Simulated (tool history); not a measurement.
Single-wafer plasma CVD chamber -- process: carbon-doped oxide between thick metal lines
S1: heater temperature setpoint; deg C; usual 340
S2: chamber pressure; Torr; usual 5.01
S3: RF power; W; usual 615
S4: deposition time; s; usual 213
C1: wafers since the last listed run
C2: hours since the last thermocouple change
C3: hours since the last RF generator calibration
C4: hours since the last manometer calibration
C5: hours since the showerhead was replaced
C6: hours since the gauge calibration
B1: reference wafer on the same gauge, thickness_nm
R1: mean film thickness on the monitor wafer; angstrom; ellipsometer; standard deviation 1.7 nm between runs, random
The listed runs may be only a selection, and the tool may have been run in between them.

run   hour   S1    S2   S3   S4   C1      C2      C3      C4      C5     C6        B1        R1
  1    0.0  340  5.01  615  213    0  1974.4  2655.2  2987.8  5882.3  223.0  1139.922  11140.35
  2    7.3  340  5.01  615  213   69  1981.7  2662.5  2995.1  5889.6  230.3  1139.710  11137.89
  3   21.7  340  5.01  615  213  137  1996.1  2676.9  3009.5  5904.0  244.7  1139.791  11130.95
  4   33.3  340  5.01  615  213  110  2007.7  2688.5  3021.1  5915.6  256.3  1139.892  11149.26
  5   44.7  347  5.01  615  213  108  2019.1  2699.9  3032.5  5927.0  267.7  1139.617  10925.32
  6   61.5  340  5.39  615  213  160  2035.9  2716.7  3049.3  5943.8  284.5  1139.411  11263.23
      66.0  -- gauge calibrated
  7   67.7  340  5.39  615  213   59  2042.1  2722.9  3055.5  5950.0    1.7  1139.733  11247.67
      85.4  -- RF generator calibrated
  8   85.9  340  5.01  710  213   97  2060.3     0.5  3073.7  5968.2   19.9  1139.930  12394.13
  9   89.2  340  5.01  615  201   31  2063.6     3.8  3077.0  5971.5   23.2  1140.354  10984.93
 10  104.6  340  5.01  705  228  146  2079.0    19.2  3092.4  5986.9   38.6  1139.927  13224.52
 11  111.5  330  5.01  615  213   65  2085.9    26.1  3099.3  5993.8   45.5  1139.743  11950.57
 12  122.9  345  5.01  615  213  108  2097.3    37.5  3110.7  6005.2   56.9  1139.797  11511.47
 13  129.4  332  3.93  685  200   62  2103.8    44.0  3117.2  6011.7   63.4  1139.476  11372.38
     147.5  -- showerhead replaced
 14  148.0  340  5.01  615  213  101  2122.4    62.6  3135.8     0.5   82.0  1140.321  11612.88
 15  181.3  347  6.15  695  226  317  2155.7    95.9  3169.1    33.8  115.3  1139.299  13135.14
 16  187.7  328  5.01  720  171   61  2162.1   102.3  3175.5    40.2  121.7  1140.309  10344.40
 17  196.0  340  5.01  615  213   79  2170.4   110.6  3183.8    48.5  130.0  1140.135  11638.84
     213.6  -- thermocouple changed; heater temperature recalibrated
     213.9  -- capacitance manometer re-zeroed and calibrated
 18  214.4  340  5.01  615  213   96     0.8   129.0     0.5    66.9  148.4  1139.998  11642.04
 19  224.1  340  5.01  615  193   92    10.5   138.7    10.2    76.6  158.1  1140.140  10559.75
 20  264.0  330  5.01  525  213  380    50.4   178.6    50.1   116.5  198.0  1140.130  11130.68
 21  273.7  340  4.00  615  213   92    60.1   188.3    59.8   126.2  207.7  1139.709  11292.96
 22  288.1  340  5.01  615  213  137    74.5   202.7    74.2   140.6  222.1  1140.359  11619.43
 23  294.3  333  5.66  615  247   59    80.7   208.9    80.4   146.8  228.3  1139.915  13941.44
 24  308.0  340  4.58  615  232  130    94.4   222.6    94.1   160.5  242.0  1140.003  12490.80
 25  318.5  334  5.01  615  202  100   104.9   233.1   104.6   171.0  252.5  1139.929  11189.99
 26  331.5  340  5.01  520  190  124   117.9   246.1   117.6   184.0  265.5  1139.867   9658.64
 27  339.0  352  5.01  615  213   71   125.4   253.6   125.1   191.5  273.0  1140.345  11303.90
 28  349.1  340  5.01  615  213   96   135.5   263.7   135.2   201.6  283.1  1140.006  11624.69
 29  359.6  333  5.01  560  198  100   146.0   274.2   145.7   212.1  293.6  1139.922  10567.96

Below, some changes in R1 between adjacent runs. For each, the amount present without the hidden state too (settings, incoming material, random variation) and the amount remaining for the hidden state with gauge scatter not shared by both compared results:
The tool's hidden condition here consists of: wafer temperature above the value expected at the setpoint (K); delivered RF power above the setpoint (%); true pressure above the setpoint (%); gauge reads high (%).
Run 5 -> 6: S1 347 -> 340, S2 5.01 -> 5.39. R1 +337.91 angstrom: hidden state -22.15, all else +360.06.
Run 7 -> 8: S2 5.39 -> 5.01, S3 615 -> 710, RF generator calibrated. R1 +1146.46 angstrom: hidden state +515.87, all else +630.59.
Run 15 -> 16: S1 347 -> 328, S2 6.15 -> 5.01, S3 695 -> 720, S4 226 -> 171. R1 -2790.74 angstrom: hidden state +3.81, all else -2794.55.
Run 22 -> 23: S1 340 -> 333, S2 5.01 -> 5.66, S4 213 -> 247. R1 +2322.01 angstrom: hidden state -3.94, all else +2325.95.
